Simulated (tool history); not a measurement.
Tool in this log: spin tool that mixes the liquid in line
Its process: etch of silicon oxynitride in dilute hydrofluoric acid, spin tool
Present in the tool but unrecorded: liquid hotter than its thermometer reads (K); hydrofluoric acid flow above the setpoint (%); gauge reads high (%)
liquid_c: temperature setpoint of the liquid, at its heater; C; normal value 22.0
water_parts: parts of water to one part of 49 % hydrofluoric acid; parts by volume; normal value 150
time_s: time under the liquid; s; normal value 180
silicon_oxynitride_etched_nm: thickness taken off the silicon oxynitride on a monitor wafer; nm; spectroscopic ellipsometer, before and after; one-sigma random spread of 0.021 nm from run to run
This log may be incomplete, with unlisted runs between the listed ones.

run   hour  liquid_c  water_parts  time_s  wafers since the last listed run  hours since the thermometer was replaced  hours since the hydrofluoric acid flow meter was replaced  hours since the gauge calibration  read-back film thickness of the silicon oxynitride reference wafer, read on the same gauge (nm)  silicon_oxynitride_etched_nm
  1    0.0      22.0          150     180                                 0                                    2299.5                                                     1954.9                              515.3                                                                                          129.975                         2.053
  2   15.4      24.5          150     230                                62                                    2314.9                                                     1970.3                              530.7                                                                                          129.976                         2.939
      28.9  -- gauge calibrated
  3   33.4      24.5          150     230                                73                                    2332.9                                                     1988.3                                4.5                                                                                          130.002                         2.960
  4   47.1      24.5          150     230                                55                                    2346.6                                                     2002.0                               18.2                                                                                          130.043                         2.959
  5   62.1      19.0          150     180                                61                                    2361.6                                                     2017.0                               33.2                                                                                          130.001                         1.820
  6   76.6      19.0          150     180                                59                                    2376.1                                                     2031.5                               47.7                                                                                          130.009                         1.777
  7   90.8      22.0          150     180                                57                                    2390.3                                                     2045.7                               61.9                                                                                          129.956                         2.015
  8  108.0      19.5          150     180                                70                                    2407.5                                                     2062.9                               79.1                                                                                          130.009                         1.798
  9  119.9      22.0          150     115                                48                                    2419.4                                                     2074.8                               91.0                                                                                          129.962                         1.285
 10  129.5      22.0          150     180                                39                                    2429.0                                                     2084.4                              100.6                                                                                          130.008                         2.087
 11  141.4      23.5           75     265                                48                                    2440.9                                                     2096.3                              112.5                                                                                          130.011                         6.949
 12  158.7      22.0          150     180                                70                                    2458.2                                                     2113.6                              129.8                                                                                          129.981                         2.062
 13  167.4      25.5          150     150                                35                                    2466.9                                                     2122.3                              138.5                                                                                          129.947                         1.968
     178.4  -- thermometer replaced
 14  184.0      22.0          150     180                                63                                       5.6                                                     2138.9                              155.1                                                                                          129.995                         2.032
 15  195.2      26.5           90     180                                45                                      16.8                                                     2150.1                              166.3                                                                                          129.975                         4.359
 16  204.3      22.0          150     180                                37                                      25.9                                                     2159.2                              175.4                                                                                          129.933                         2.034
     250.5  -- hydrofluoric acid flow meter replaced
 17  254.7      22.0           85     210                               201                                      76.3                                                        4.2                              225.8                                                                                          130.021                         3.892
 18  265.2      22.0          150     180                                42                                      86.8                                                       14.7                              236.3                                                                                          129.961                         1.802
 19  274.4      22.0          130     110                                37                                      96.0                                                       23.9                              245.5                                                                                          129.944                         1.305
 20  286.0      26.5          215     140                                47                                     107.6                                                       35.5                              257.1                                                                                          130.064                         1.184
 21  292.8      22.0          150     180                                27                                     114.4                                                       42.3                              263.9                                                                                          130.003                         1.848
 22  302.3      20.5          170     115                                38                                     123.9                                                       51.8                              273.4                                                                                          129.993                         0.947
 23  308.8      22.0          150      75                                26                                     130.4                                                       58.3                              279.9                                                                                          130.006                         0.754
 24  318.3      22.0          150     180                                38                                     139.9                                                       67.8                              289.4                                                                                          129.989                         1.845
 25  335.8      22.0          150     210                                71                                     157.4                                                       85.3                              306.9                                                                                          130.072                         2.151
 26  351.1      22.0          150     180                                62                                     172.7                                                      100.6                              322.2                                                                                          129.985                         1.819
 27  366.2      24.5          175     230                                61                                     187.8                                                      115.7                              337.3                                                                                          130.010                         2.188
 28  383.3      22.0           85     215                                69                                     204.9                                                      132.8                              354.4                                                                                          130.004                         4.056
 29  391.3      22.0          150     120                                32                                     212.9                                                      140.8                              362.4                                                                                          129.989                         1.220
 30  402.6      26.0          210     145                                46                                     224.2                                                      152.1                              373.7                                                                                          130.073                         1.209
 31  419.2      22.0          150     180                                67                                     240.8                                                      168.7                              390.3                                                                                          130.040                         1.831
 32  431.2      26.5          150     280                                48                                     252.8                                                      180.7                              402.3                                                                                          129.987                         3.615
 33  441.5      25.0          125     215                                41                                     263.1                                                      191.0                              412.6                                                                                          130.036                         3.058

For each entry between runs, how does the tool's hidden state at the last listed run before it compare with that at the first listed run after it?
Run 2 -> run 3: gauge calibrated (hour 28.9)
  hydrofluoric acid flow above the setpoint (%): 12.2 -> 12.3
  measured value less the no-hidden-state value, silicon_oxynitride_etched_nm: +0.354 -> +0.359 nm
Run 13 -> run 14: thermometer replaced (hour 178.4)
  hydrofluoric acid flow above the setpoint (%): 13 -> 13.1
  measured value less the no-hidden-state value, silicon_oxynitride_etched_nm: +0.251 -> +0.259 nm
Run 16 -> run 17: hydrofluoric acid flow meter replaced (hour 250.5)
  hydrofluoric acid flow above the setpoint (%): 13.2 -> 0.864
  measured value less the no-hidden-state value, silicon_oxynitride_etched_nm: +0.260 -> +0.036 nm
